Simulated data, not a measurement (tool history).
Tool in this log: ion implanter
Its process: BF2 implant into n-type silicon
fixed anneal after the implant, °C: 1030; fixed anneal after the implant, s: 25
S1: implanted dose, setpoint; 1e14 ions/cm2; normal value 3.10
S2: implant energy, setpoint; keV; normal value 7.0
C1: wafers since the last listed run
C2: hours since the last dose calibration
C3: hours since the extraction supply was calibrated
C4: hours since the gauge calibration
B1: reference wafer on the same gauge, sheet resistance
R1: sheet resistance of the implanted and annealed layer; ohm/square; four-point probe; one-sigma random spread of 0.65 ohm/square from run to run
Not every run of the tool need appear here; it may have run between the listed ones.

run	day	S1	S2	C1	C2	C3	C4	B1	R1
1	0.000	3.10	8.0	0	481.9	6615.3	308.6	455.05	421.84
2	0.896	2.44	7.0	406	503.4	6636.8	330.1	454.99	518.54
3	1.554	2.44	7.0	298	519.2	6652.6	345.9	455.13	519.80
4	2.125	2.44	7.0	259	532.9	6666.3	359.6	454.99	520.55
5	2.767	3.10	7.0	291	548.3	6681.7	375.0	455.25	434.64
6	4.012	3.10	7.0	565	578.2	6711.6	404.9	455.14	435.03
7	5.188	3.10	7.0	533	606.4	6739.8	433.1	454.89	433.94
8	6.579	3.10	7.0	631	639.8	6773.2	466.5	454.81	434.45
9	7.288	3.10	7.0	321	656.8	6790.2	483.5	454.98	435.22
10	8.475	3.10	7.0	538	685.3	6818.7	512.0	454.89	436.18
11	9.317	3.10	7.0	382	705.5	6838.9	532.2	455.06	435.48
12	10.500	3.80	7.0	537	733.9	6867.3	560.6	455.03	379.75
13	11.112	2.46	7.0	278	748.6	6882.0	575.3	455.04	521.07
14	12.242	2.46	7.0	512	775.7	6909.1	602.4	455.00	521.26
15	13.446	2.46	7.0	546	804.6	6938.0	631.3	454.96	521.28
# day 15.129: Faraday cup replaced and dose calibrated
16	15.150	3.10	7.0	622	0.5	6978.9	672.2	454.79	430.27
17	15.808	2.25	9.5	298	16.3	6994.7	688.0	454.99	526.89
18	17.183	3.84	6.0	624	49.3	7027.7	721.0	454.90	388.65
# day 17.346: gauge calibrated
19	18.650	2.65	6.5	665	84.5	7062.9	31.3	454.97	491.31
20	19.829	3.64	6.0	535	112.8	7091.2	59.6	455.10	402.78
21	21.300	3.94	5.5	667	148.1	7126.5	94.9	454.92	393.70
22	22.758	2.80	9.0	661	183.1	7161.5	129.9	455.04	444.51
23	23.267	2.71	5.0	230	195.3	7173.7	142.1	455.10	515.03
# day 23.742: extraction supply calibrated
24	24.308	2.37	7.0	321	220.3	13.6	167.1	455.00	529.05
25	25.696	3.10	7.0	629	253.6	46.9	200.4	454.93	431.60
26	26.925	3.10	7.0	557	283.1	76.4	229.9	454.78	432.35
27	28.229	3.10	7.0	591	314.4	107.7	261.2	454.97	432.26
28	29.462	3.10	6.0	559	344.0	137.3	290.8	455.00	448.79
29	30.588	2.65	8.0	510	371.0	164.3	317.8	455.01	474.48
30	31.983	3.62	7.0	633	404.5	197.8	351.3	455.24	388.99
31	35.379	2.67	5.5	1541	486.0	279.3	432.8	455.03	509.79
32	36.471	3.10	7.0	495	512.2	305.5	459.0	454.99	433.97

For each run, the measured value with the value that run would have given without the tool's hidden condition subtracted. The run-to-run variation is shared by both, the gauge scatter possibly not:
Hidden state present: deviation of the true dose from the Faraday cup's reading, %; deviation of the true energy from its setpoint, %; gauge reads high (%).
run	R1
1	+1.82
2	+2.72
3	+2.94
4	+3.14
5	+2.51
6	+2.86
7	+3.19
8	+3.61
9	+3.84
10	+4.25
11	+4.52
12	+3.95
13	+6.87
14	+7.44
15	+8.06
16	-0.53
17	-0.77
18	-0.40
19	-0.57
20	-0.34
21	-0.25
22	-0.23
23	-0.19
24	-0.07
25	+0.11
26	+0.26
27	+0.45
28	+0.65
29	+1.02
30	+0.92
31	+2.21
32	+2.10
